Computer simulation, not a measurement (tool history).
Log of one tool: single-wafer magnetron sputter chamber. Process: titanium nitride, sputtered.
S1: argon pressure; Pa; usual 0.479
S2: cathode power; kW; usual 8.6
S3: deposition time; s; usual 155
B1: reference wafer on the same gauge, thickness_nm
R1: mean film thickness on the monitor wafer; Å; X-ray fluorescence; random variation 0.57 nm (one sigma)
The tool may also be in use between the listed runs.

run 1 day=0 | S1=0.479 S2=8.6 S3=155 | B1=192.953 | R1=2373.32
run 2 day=2.179 | S1=0.479 S2=8.6 S3=155 | B1=192.929 | R1=2374.09
run 3 day=14.858 | S1=0.479 S2=8.6 S3=148 | B1=193.026 | R1=2271.76
run 4 day=16.929 | S1=0.479 S2=8.6 S3=171 | B1=192.984 | R1=2623.18
run 5 day=20.621 | S1=0.479 S2=8.6 S3=171 | B1=192.99 | R1=2621.46
-- day=22.917 sputter target and shields replaced
run 6 day=25.012 | S1=0.479 S2=8.6 S3=155 | B1=193.006 | R1=2389.04
-- day=26.125 capacitance manometer re-zeroed and calibrated
run 7 day=28.092 | S1=0.479 S2=8.6 S3=155 | B1=193.063 | R1=2249.34
run 8 day=29.875 | S1=0.479 S2=8.6 S3=155 | B1=193.1 | R1=2269.86
run 9 day=32.383 | S1=0.479 S2=9.45 S3=138 | B1=192.997 | R1=2200.62
run 10 day=35.658 | S1=0.479 S2=9.45 S3=138 | B1=193.031 | R1=2213.19
run 11 day=39.433 | S1=0.479 S2=8.6 S3=155 | B1=192.999 | R1=2272.37
run 12 day=41.262 | S1=0.479 S2=8.6 S3=155 | B1=192.99 | R1=2271.75
run 13 day=44.158 | S1=0.348 S2=8.6 S3=132 | B1=193.027 | R1=2062.84
run 14 day=45.754 | S1=0.405 S2=9.75 S3=155 | B1=193.073 | R1=2667.9
run 15 day=48.012 | S1=0.616 S2=7.9 S3=178 | B1=193.108 | R1=2262.97
-- day=48.462 magnet pack replaced
run 16 day=51.917 | S1=0.583 S2=9.6 S3=182 | B1=192.905 | R1=2828.14
-- day=54.662 sputter target and shields replaced
run 17 day=56.267 | S1=0.479 S2=8.6 S3=132 | B1=193.024 | R1=1949.82
-- day=59.062 capacitance manometer re-zeroed and calibrated, repeated, since the last time left the tool worse
run 18 day=59.117 | S1=0.394 S2=8.6 S3=173 | B1=192.951 | R1=2697.16
run 19 day=62.962 | S1=0.479 S2=8.6 S3=155 | B1=193.007 | R1=2341.59
run 20 day=64.579 | S1=0.479 S2=8.6 S3=139 | B1=192.917 | R1=2101.37
run 21 day=66.346 | S1=0.479 S2=8.6 S3=155 | B1=193.017 | R1=2336.93
run 22 day=70.242 | S1=0.574 S2=9.9 S3=128 | B1=193.002 | R1=2127.28
run 23 day=71.779 | S1=0.479 S2=8.6 S3=139 | B1=192.979 | R1=2095.89
-- day=81.333 sputter target and shields replaced
run 24 day=82.933 | S1=0.642 S2=6.8 S3=155 | B1=192.987 | R1=1767.39
run 25 day=84.792 | S1=0.479 S2=10 S3=155 | B1=193.047 | R1=2735.35
-- day=85.75 gauge calibrated
run 26 day=88.617 | S1=0.34 S2=6.6 S3=167 | B1=193.007 | R1=2097.22
run 27 day=92.2 | S1=0.479 S2=9.45 S3=182 | B1=192.981 | R1=3037.03
run 28 day=103.179 | S1=0.313 S2=8.6 S3=180 | B1=193.029 | R1=2943.3
run 29 day=110.012 | S1=0.599 S2=8.6 S3=186 | B1=193.058 | R1=2709.23
-- day=111.754 sputter target and shields replaced
run 30 day=112.346 | S1=0.479 S2=7.8 S3=142 | B1=193.003 | R1=1990.24
run 31 day=115.662 | S1=0.479 S2=8.6 S3=155 | B1=193.008 | R1=2366.72
run 32 day=117.388 | S1=0.611 S2=10.1 S3=137 | B1=193 | R1=2308.58
run 33 day=120.729 | S1=0.317 S2=9.3 S3=174 | B1=193.007 | R1=3060.36

Forecast each of these 5 alternatives for the next run:
run A day=120.746 | S1=0.479 S2=8.6 S3=155 | B1=? | R1=?
run B day=120.746 | S1=0.348 S2=7 S3=155 | B1=? | R1=?
run C day=120.746 | S1=0.479 S2=9.8 S3=166 | B1=? | R1=?
run D day=120.746 | S1=0.479 S2=8.6 S3=175 | B1=? | R1=?
run E day=120.746 | S1=0.402 S2=6.75 S3=167 | B1=? | R1=?

run=A B1=192.915 R1=2371.93
run=B B1=192.915 R1=2061.34
run=C B1=192.915 R1=2874.14
run=D B1=192.915 R1=2677.99
run=E B1=192.915 R1=2101.12
Without the tool's hidden state the same runs would have given:
run=A R1=2328.67
run=B R1=2035.53
run=C R1=2821.72
run=D R1=2629.15
run=E R1=2069.79

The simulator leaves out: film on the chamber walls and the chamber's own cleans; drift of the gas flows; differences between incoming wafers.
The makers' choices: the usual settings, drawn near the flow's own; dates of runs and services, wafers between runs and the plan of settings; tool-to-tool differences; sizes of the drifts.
